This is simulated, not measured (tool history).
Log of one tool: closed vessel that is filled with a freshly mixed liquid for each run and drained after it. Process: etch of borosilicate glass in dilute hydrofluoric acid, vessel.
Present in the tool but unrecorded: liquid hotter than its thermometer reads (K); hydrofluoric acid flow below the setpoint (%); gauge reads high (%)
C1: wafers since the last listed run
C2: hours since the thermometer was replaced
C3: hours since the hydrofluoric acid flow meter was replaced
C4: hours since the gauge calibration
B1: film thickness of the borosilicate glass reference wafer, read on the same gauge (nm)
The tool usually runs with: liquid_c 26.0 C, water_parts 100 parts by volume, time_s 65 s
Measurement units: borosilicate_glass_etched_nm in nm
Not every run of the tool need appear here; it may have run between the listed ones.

run 1 hour=0.0 | liquid_c=26.0 water_parts=100 time_s=65 | C1=0 C2=1855.1 C3=358.2 C4=436.7 | B1=109.99 | borosilicate_glass_etched_nm=14.76
run 2 hour=49.1 | liquid_c=26.0 water_parts=100 time_s=65 | C1=6238 C2=1904.2 C3=407.3 C4=485.8 | B1=110.01 | borosilicate_glass_etched_nm=14.83
run 3 hour=100.5 | liquid_c=26.0 water_parts=100 time_s=65 | C1=6530 C2=1955.6 C3=458.7 C4=537.2 | B1=110.00 | borosilicate_glass_etched_nm=14.91
run 4 hour=120.1 | liquid_c=26.0 water_parts=100 time_s=65 | C1=2490 C2=1975.2 C3=478.3 C4=556.8 | B1=110.01 | borosilicate_glass_etched_nm=14.68
run 5 hour=127.4 | liquid_c=26.0 water_parts=100 time_s=65 | C1=927 C2=1982.5 C3=485.6 C4=564.1 | B1=109.97 | borosilicate_glass_etched_nm=14.84
run 6 hour=142.2 | liquid_c=26.0 water_parts=100 time_s=65 | C1=1880 C2=1997.3 C3=500.4 C4=578.9 | B1=109.99 | borosilicate_glass_etched_nm=14.80
run 7 hour=150.0 | liquid_c=26.0 water_parts=60 time_s=65 | C1=991 C2=2005.1 C3=508.2 C4=586.7 | B1=110.01 | borosilicate_glass_etched_nm=26.27
run 8 hour=164.5 | liquid_c=26.0 water_parts=60 time_s=65 | C1=1842 C2=2019.6 C3=522.7 C4=601.2 | B1=110.02 | borosilicate_glass_etched_nm=26.36
run 9 hour=170.6 | liquid_c=26.0 water_parts=60 time_s=65 | C1=775 C2=2025.7 C3=528.8 C4=607.3 | B1=110.02 | borosilicate_glass_etched_nm=26.40
-- hour=195.9 gauge calibrated
run 10 hour=213.1 | liquid_c=26.0 water_parts=115 time_s=65 | C1=5399 C2=2068.2 C3=571.3 C4=17.2 | B1=109.99 | borosilicate_glass_etched_nm=12.76
run 11 hour=223.5 | liquid_c=26.0 water_parts=115 time_s=65 | C1=1321 C2=2078.6 C3=581.7 C4=27.6 | B1=110.01 | borosilicate_glass_etched_nm=12.77
run 12 hour=234.9 | liquid_c=26.0 water_parts=115 time_s=65 | C1=1448 C2=2090.0 C3=593.1 C4=39.0 | B1=110.03 | borosilicate_glass_etched_nm=12.76
run 13 hour=252.4 | liquid_c=26.0 water_parts=100 time_s=65 | C1=2223 C2=2107.5 C3=610.6 C4=56.5 | B1=110.00 | borosilicate_glass_etched_nm=15.05
run 14 hour=269.9 | liquid_c=26.0 water_parts=100 time_s=65 | C1=2223 C2=2125.0 C3=628.1 C4=74.0 | B1=109.98 | borosilicate_glass_etched_nm=14.92
run 15 hour=280.7 | liquid_c=26.0 water_parts=140 time_s=65 | C1=1372 C2=2135.8 C3=638.9 C4=84.8 | B1=110.03 | borosilicate_glass_etched_nm=10.22
-- hour=291.4 thermometer replaced
run 16 hour=295.8 | liquid_c=26.0 water_parts=140 time_s=85 | C1=1791 C2=4.4 C3=654.0 C4=99.9 | B1=109.99 | borosilicate_glass_etched_nm=12.21
run 17 hour=312.5 | liquid_c=26.0 water_parts=100 time_s=55 | C1=2121 C2=21.1 C3=670.7 C4=116.6 | B1=110.01 | borosilicate_glass_etched_nm=11.70
-- hour=327.1 hydrofluoric acid flow meter replaced
run 18 hour=330.3 | liquid_c=23.0 water_parts=50 time_s=65 | C1=2134 C2=38.9 C3=3.2 C4=134.4 | B1=109.98 | borosilicate_glass_etched_nm=25.98
run 19 hour=338.9 | liquid_c=24.0 water_parts=100 time_s=105 | C1=1092 C2=47.5 C3=11.8 C4=143.0 | B1=109.99 | borosilicate_glass_etched_nm=20.40
run 20 hour=350.6 | liquid_c=26.0 water_parts=100 time_s=65 | C1=1486 C2=59.2 C3=23.5 C4=154.7 | B1=109.99 | borosilicate_glass_etched_nm=13.78
run 21 hour=359.6 | liquid_c=30.5 water_parts=85 time_s=45 | C1=1143 C2=68.2 C3=32.5 C4=163.7 | B1=109.99 | borosilicate_glass_etched_nm=13.66
run 22 hour=403.7 | liquid_c=26.0 water_parts=65 time_s=95 | C1=5603 C2=112.3 C3=76.6 C4=207.8 | B1=110.00 | borosilicate_glass_etched_nm=32.40
run 23 hour=420.3 | liquid_c=27.5 water_parts=60 time_s=65 | C1=2109 C2=128.9 C3=93.2 C4=224.4 | B1=109.99 | borosilicate_glass_etched_nm=25.80
run 24 hour=430.5 | liquid_c=23.5 water_parts=100 time_s=65 | C1=1295 C2=139.1 C3=103.4 C4=234.6 | B1=109.99 | borosilicate_glass_etched_nm=12.44
run 25 hour=445.5 | liquid_c=26.0 water_parts=100 time_s=65 | C1=1905 C2=154.1 C3=118.4 C4=249.6 | B1=110.01 | borosilicate_glass_etched_nm=13.77
run 26 hour=459.8 | liquid_c=29.5 water_parts=130 time_s=35 | C1=1816 C2=168.4 C3=132.7 C4=263.9 | B1=109.99 | borosilicate_glass_etched_nm=6.31
run 27 hour=470.5 | liquid_c=26.0 water_parts=115 time_s=65 | C1=1359 C2=179.1 C3=143.4 C4=274.6 | B1=110.01 | borosilicate_glass_etched_nm=11.83
run 28 hour=479.3 | liquid_c=29.0 water_parts=140 time_s=90 | C1=1118 C2=187.9 C3=152.2 C4=283.4 | B1=110.02 | borosilicate_glass_etched_nm=14.59
run 29 hour=486.0 | liquid_c=22.0 water_parts=100 time_s=65 | C1=851 C2=194.6 C3=158.9 C4=290.1 | B1=110.00 | borosilicate_glass_etched_nm=11.88
run 30 hour=500.8 | liquid_c=21.0 water_parts=65 time_s=40 | C1=1880 C2=209.4 C3=173.7 C4=304.9 | B1=109.99 | borosilicate_glass_etched_nm=11.16
run 31 hour=515.7 | liquid_c=22.0 water_parts=145 time_s=65 | C1=1893 C2=224.3 C3=188.6 C4=319.8 | B1=110.03 | borosilicate_glass_etched_nm=7.80
run 32 hour=529.6 | liquid_c=30.0 water_parts=100 time_s=65 | C1=1766 C2=238.2 C3=202.5 C4=333.7 | B1=110.00 | borosilicate_glass_etched_nm=16.08
run 33 hour=541.9 | liquid_c=26.0 water_parts=100 time_s=65 | C1=1562 C2=250.5 C3=214.8 C4=346.0 | B1=110.00 | borosilicate_glass_etched_nm=13.85
run 34 hour=556.8 | liquid_c=26.0 water_parts=100 time_s=30 | C1=1893 C2=265.4 C3=229.7 C4=360.9 | B1=110.02 | borosilicate_glass_etched_nm=6.38

Here are 3 independent what-if runs from the current tool condition. What would each one return?
run A hour=557.5 | liquid_c=26.0 water_parts=100 time_s=65 | C1=88 C2=266.1 C3=230.4 C4=361.6 | B1=? | borosilicate_glass_etched_nm=?
run B hour=557.5 | liquid_c=28.5 water_parts=120 time_s=50 | C1=88 C2=266.1 C3=230.4 C4=361.6 | B1=? | borosilicate_glass_etched_nm=?
run C hour=557.5 | liquid_c=28.5 water_parts=115 time_s=90 | C1=88 C2=266.1 C3=230.4 C4=361.6 | B1=? | borosilicate_glass_etched_nm=?

run=A B1=110.00 borosilicate_glass_etched_nm=13.88
run=B B1=110.00 borosilicate_glass_etched_nm=9.53
run=C B1=110.00 borosilicate_glass_etched_nm=18.01
What these runs would have given with no unlogged condition in the tool:
run=A borosilicate_glass_etched_nm=13.42
run=B borosilicate_glass_etched_nm=9.22
run=C borosilicate_glass_etched_nm=17.44

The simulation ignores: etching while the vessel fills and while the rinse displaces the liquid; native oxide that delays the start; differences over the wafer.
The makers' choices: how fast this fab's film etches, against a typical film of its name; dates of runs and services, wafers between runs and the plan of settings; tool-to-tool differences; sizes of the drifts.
